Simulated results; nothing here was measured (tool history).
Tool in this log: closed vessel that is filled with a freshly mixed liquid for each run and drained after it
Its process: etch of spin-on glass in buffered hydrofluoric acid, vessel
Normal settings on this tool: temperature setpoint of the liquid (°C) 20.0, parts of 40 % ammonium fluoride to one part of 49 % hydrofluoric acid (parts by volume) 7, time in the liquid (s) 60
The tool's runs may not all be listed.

run,hour,temperature setpoint of the liquid (°C),parts of 40 % ammonium fluoride to one part of 49 % hydrofluoric acid (parts by volume),time in the liquid (s),"read-back film thickness of the spin-on glass reference wafer, read on the same gauge (nm)",thickness taken off the spin-on glass on a monitor wafer (Å)
1,0.0,20.0,7,60,30.00,2682.8
2,25.5,20.0,7,60,30.00,2697.3
3,38.5,20.0,7,60,30.01,2696.8
4,71.5,20.0,7,60,29.98,2670.5
5,154.0,20.0,7,60,30.00,2681.3
6,186.0,20.0,7,60,30.01,2677.6
7,216.3,20.0,7,60,30.01,2651.7
8,250.9,20.0,7,60,29.98,2658.0
9,264.9,20.0,7,60,30.02,2663.5
# hour 274.1: thermometer replaced
10,286.0,20.0,7,60,30.00,2535.1
11,390.8,22.5,7,60,29.99,2896.4
# hour 394.0: thermometer replaced, repeated, since the last time left the tool worse
12,423.4,22.5,7,60,30.00,3320.6
# hour 425.8: gauge calibrated
# hour 455.4: hydrofluoric acid flow meter replaced
13,480.5,22.5,7,60,30.00,3320.9
14,503.7,20.0,7,60,30.00,2885.1
15,523.0,20.0,7,60,30.00,2908.3
16,558.3,20.0,7,60,30.00,2884.8

The next listed run, before its measurement:
17,570.8,22.5,5,60,?,?

read-back film thickness of the spin-on glass reference wafer, read on the same gauge (nm): 30.02
thickness taken off the spin-on glass on a monitor wafer (Å): 4404.5
Were there no unlogged condition in the tool, this run, its random variation unchanged, would have produced thickness taken off the spin-on glass on a monitor wafer (Å) 4472.7.

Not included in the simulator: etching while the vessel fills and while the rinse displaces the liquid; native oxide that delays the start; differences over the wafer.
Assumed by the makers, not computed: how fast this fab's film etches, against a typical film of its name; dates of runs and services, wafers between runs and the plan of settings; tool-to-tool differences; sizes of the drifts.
